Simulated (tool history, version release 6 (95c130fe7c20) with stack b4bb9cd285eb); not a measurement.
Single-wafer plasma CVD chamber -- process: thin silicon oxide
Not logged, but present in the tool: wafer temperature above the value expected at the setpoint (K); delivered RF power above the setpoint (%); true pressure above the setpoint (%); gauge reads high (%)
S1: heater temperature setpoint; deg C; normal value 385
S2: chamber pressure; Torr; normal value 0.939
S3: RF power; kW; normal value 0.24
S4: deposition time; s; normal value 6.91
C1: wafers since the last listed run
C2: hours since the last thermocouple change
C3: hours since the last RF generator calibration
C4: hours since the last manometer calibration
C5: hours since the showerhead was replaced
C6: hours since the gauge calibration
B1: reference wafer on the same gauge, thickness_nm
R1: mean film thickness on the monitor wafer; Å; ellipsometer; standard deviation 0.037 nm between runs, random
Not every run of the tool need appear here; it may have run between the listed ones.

run	hour	S1	S2	S3	S4	C1	C2	C3	C4	C5	C6	B1	R1
1	0	385	0.939	0.25	7.56	0	1837	1717.1	1224.6	2458.9	148.5	13.5	138.18
2	11.5	385	0.939	0.25	7.56	236	1848.5	1728.6	1236.1	2470.4	160	13.496	137.74
3	28.8	385	0.811	0.24	6.91	355	1865.8	1745.9	1253.4	2487.7	177.3	13.487	111.28
4	37.1	385	0.811	0.24	6.91	170	1874.1	1754.2	1261.7	2496	185.6	13.506	110.85
5	50.9	385	0.811	0.24	6.91	283	1887.9	1768	1275.5	2509.8	199.4	13.497	110.95
6	67.2	385	0.939	0.24	7.38	334	1904.2	1784.3	1291.8	2526.1	215.7	13.504	131.46
7	75.1	385	0.939	0.24	7.38	162	1912.1	1792.2	1299.7	2534	223.6	13.516	131.31
8	87.8	385	0.939	0.24	7.38	260	1924.8	1804.9	1312.4	2546.7	236.3	13.515	131.45
9	103.2	385	0.939	0.24	7.7	316	1940.2	1820.3	1327.8	2562.1	251.7	13.49	137.31
# hour 134: capacitance manometer re-zeroed and calibrated
10	151	385	0.755	0.24	6.91	817	1988	1868.1	17	2609.9	299.5	13.502	111.57
# hour 163.9: showerhead replaced
# hour 164.8: thermocouple changed; heater temperature recalibrated
11	165.3	385	1.109	0.24	6.91	111	0.5	1882.4	31.3	1.4	313.8	13.496	144.03
# hour 171.9: gauge calibrated
12	188.4	375	1.103	0.205	6.18	474	23.6	1905.5	54.4	24.5	16.5	13.508	123.33
13	203.9	396	0.822	0.265	6.32	318	39.1	1921	69.9	40	32	13.493	111.91
14	210.7	394	0.839	0.26	6.91	139	45.9	1927.8	76.7	46.8	38.8	13.5	123.27
15	222.9	385	0.939	0.285	6.91	250	58.1	1940	88.9	59	51	13.501	138.94
# hour 236.8: RF generator calibrated
16	237.2	385	0.939	0.24	6.91	129	72.4	0.4	103.2	73.3	65.3	13.506	130.63
17	245.9	385	0.939	0.24	6.91	178	81.1	9.1	111.9	82	74	13.495	130.5
18	254.5	394	0.839	0.26	6.91	176	89.7	17.7	120.5	90.6	82.6	13.508	122.69
19	266.6	381	1.107	0.275	6.08	248	101.8	29.8	132.6	102.7	94.7	13.507	133.79
20	284	385	0.939	0.24	6.91	357	119.2	47.2	150	120.1	112.1	13.493	130.36
21	299.6	385	1.151	0.22	6.91	320	134.8	62.8	165.6	135.7	127.7	13.503	142.83
22	306.7	385	0.806	0.21	6.91	145	141.9	69.9	172.7	142.8	134.8	13.509	111.99

State the hidden condition of the tool at each of the runs:
wafer temperature above the value expected at the setpoint (K): 0 in every run
delivered RF power above the setpoint (%): 0 in every run
gauge reads high (%): 0 in every run
H1: true pressure above the setpoint (%)
run	H1
1	-8.03
2	-8.17
3	-8.38
4	-8.48
5	-8.65
6	-8.85
7	-8.95
8	-9.11
9	-9.31
10	-1.04
11	-1.04
12	-1.05
13	-1.06
14	-1.07
15	-1.08
16	-1.09
17	-1.1
18	-1.11
19	-1.13
20	-1.15
21	-1.17
22	-1.18

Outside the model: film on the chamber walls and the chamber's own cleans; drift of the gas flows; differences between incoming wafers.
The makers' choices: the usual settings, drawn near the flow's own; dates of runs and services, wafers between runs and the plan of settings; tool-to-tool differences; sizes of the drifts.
